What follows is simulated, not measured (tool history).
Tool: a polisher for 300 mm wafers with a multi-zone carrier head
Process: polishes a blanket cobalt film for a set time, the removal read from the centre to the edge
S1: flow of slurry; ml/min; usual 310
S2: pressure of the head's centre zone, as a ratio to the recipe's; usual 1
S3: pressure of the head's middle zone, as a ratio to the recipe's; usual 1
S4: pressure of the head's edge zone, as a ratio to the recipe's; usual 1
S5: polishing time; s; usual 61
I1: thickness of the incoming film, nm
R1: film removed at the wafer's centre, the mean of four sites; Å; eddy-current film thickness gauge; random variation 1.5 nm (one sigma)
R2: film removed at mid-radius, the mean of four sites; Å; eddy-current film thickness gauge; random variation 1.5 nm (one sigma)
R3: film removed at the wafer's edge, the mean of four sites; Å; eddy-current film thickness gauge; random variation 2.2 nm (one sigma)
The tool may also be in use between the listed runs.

run   hour   S1    S2    S3    S4  S5     I1    R1    R2    R3
  1      0  310     1     1     1  61  659.8  1819  1825  1887
  2   27.5  310     1     1     1  61  651.5  1819  1827  1854
      34.4  -- worn pad replaced by a new one
  3   67.6  310  1.07     1     1  61  663.7  1912  1826  1847
  4  130.6  310  1.07     1     1  61  649.2  1928  1793  1853
       153  -- worn pad replaced by a new one, of another model than before
     184.1  -- centre zone pressure recalibrated
  5  187.8  310  1.08     1     1  74    651  2117  1995  2057
  6  224.8  310     1  0.94     1  61  652.4  1592  1534  1715
  7  258.3  310     1  0.94     1  61  639.7  1597  1528  1729
     269.1  -- worn pad replaced by a new one
  8  286.7  310     1     1     1  61  657.6  1602  1595  1703
     319.3  -- carrier head's membrane replaced by a new one
  9  343.7  310  1.08     1     1  74  644.7  2018  1935  2081
     386.1  -- slurry nozzle cleaned
     386.6  -- edge zone pressure recalibrated
 10    399  310     1     1     1  54  639.9  1658  1672  1695
     407.9  -- worn pad replaced by a new one
 11  442.6  205     1     1  1.11  61  643.2  1621  1655  1849
 12  501.3  370  0.94     1  0.96  61  655.6  1778  1876  1859
     522.8  -- worn pad replaced by a new one
 13  571.5  385     1     1  0.92  61  648.4  1875  1858  1813
 14  607.2  310     1     1     1  61  661.7  1775  1768  1815

What the log doesn't show, run by run:
removal rate lost through wear of the pad, %: 0 in every run
deviation of the centre zone's pressure from its setpoint, %: 0 in every run
deviation of the edge zone's pressure from its setpoint, %: 0 in every run
H1: slurry flow missing at the pad, %
run    H1
  1  34.1
  2  35.3
  3  36.8
  4  38.8
  5  40.2
  6    41
  7  41.6
  8    42
  9  42.8
 10  5.04
 11  11.4
 12  18.4
 13  24.9
 14  27.6
